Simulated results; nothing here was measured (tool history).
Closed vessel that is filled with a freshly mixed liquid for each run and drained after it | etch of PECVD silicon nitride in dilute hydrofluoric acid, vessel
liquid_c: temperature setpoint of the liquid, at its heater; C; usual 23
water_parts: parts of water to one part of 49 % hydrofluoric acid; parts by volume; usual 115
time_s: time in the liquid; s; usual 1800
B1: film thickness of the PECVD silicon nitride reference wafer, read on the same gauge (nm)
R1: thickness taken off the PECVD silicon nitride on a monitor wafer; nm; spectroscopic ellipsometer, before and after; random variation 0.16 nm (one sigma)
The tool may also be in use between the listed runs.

run 1 hour=0 | liquid_c=20 water_parts=115 time_s=1800 | B1=40 | R1=23.93
run 2 hour=64.1 | liquid_c=23 water_parts=115 time_s=1800 | B1=40 | R1=29.1
run 3 hour=95.6 | liquid_c=23 water_parts=115 time_s=1800 | B1=40.03 | R1=29.08
run 4 hour=128.9 | liquid_c=23 water_parts=115 time_s=1800 | B1=40.01 | R1=29.15
run 5 hour=182.1 | liquid_c=24.5 water_parts=115 time_s=1800 | B1=39.98 | R1=32.4
run 6 hour=250.3 | liquid_c=24.5 water_parts=115 time_s=1800 | B1=40.01 | R1=31.91
-- hour=261.8 thermometer replaced
run 7 hour=345.8 | liquid_c=24.5 water_parts=115 time_s=1800 | B1=40 | R1=31.56
run 8 hour=406.3 | liquid_c=23 water_parts=130 time_s=2645 | B1=39.99 | R1=37.55
-- hour=447.6 gauge calibrated
run 9 hour=466.5 | liquid_c=24.5 water_parts=115 time_s=1800 | B1=40.01 | R1=31.73
run 10 hour=495.4 | liquid_c=25 water_parts=95 time_s=910 | B1=40.02 | R1=20.09
-- hour=505.2 hydrofluoric acid flow meter replaced
run 11 hour=548.2 | liquid_c=23 water_parts=115 time_s=1315 | B1=40.01 | R1=22.75
run 12 hour=606 | liquid_c=23 water_parts=160 time_s=1800 | B1=40.01 | R1=22.38
run 13 hour=652.5 | liquid_c=25 water_parts=60 time_s=1800 | B1=40 | R1=66.25
run 14 hour=699 | liquid_c=23 water_parts=115 time_s=1800 | B1=39.99 | R1=30.82
run 15 hour=735.6 | liquid_c=23 water_parts=115 time_s=805 | B1=40 | R1=13.73
run 16 hour=803.5 | liquid_c=23 water_parts=130 time_s=2645 | B1=40 | R1=40.06

4 ways to go on from here, each from the tool as it stands after run 16. What would each give?
run A hour=804.6 | liquid_c=23 water_parts=75 time_s=1800 | B1=? | R1=?
run B hour=804.6 | liquid_c=20.5 water_parts=115 time_s=1180 | B1=? | R1=?
run C hour=804.6 | liquid_c=19 water_parts=115 time_s=1220 | B1=? | R1=?
run D hour=804.6 | liquid_c=20.5 water_parts=165 time_s=2075 | B1=? | R1=?

run=A B1=40.01 R1=46.48
run=B B1=40.01 R1=16.94
run=C B1=40.01 R1=15.82
run=D B1=40.01 R1=20.94
Without the tool's hidden state the same runs would have given:
run=A R1=47.52
run=B R1=17.32
run=C R1=16.17
run=D R1=21.4

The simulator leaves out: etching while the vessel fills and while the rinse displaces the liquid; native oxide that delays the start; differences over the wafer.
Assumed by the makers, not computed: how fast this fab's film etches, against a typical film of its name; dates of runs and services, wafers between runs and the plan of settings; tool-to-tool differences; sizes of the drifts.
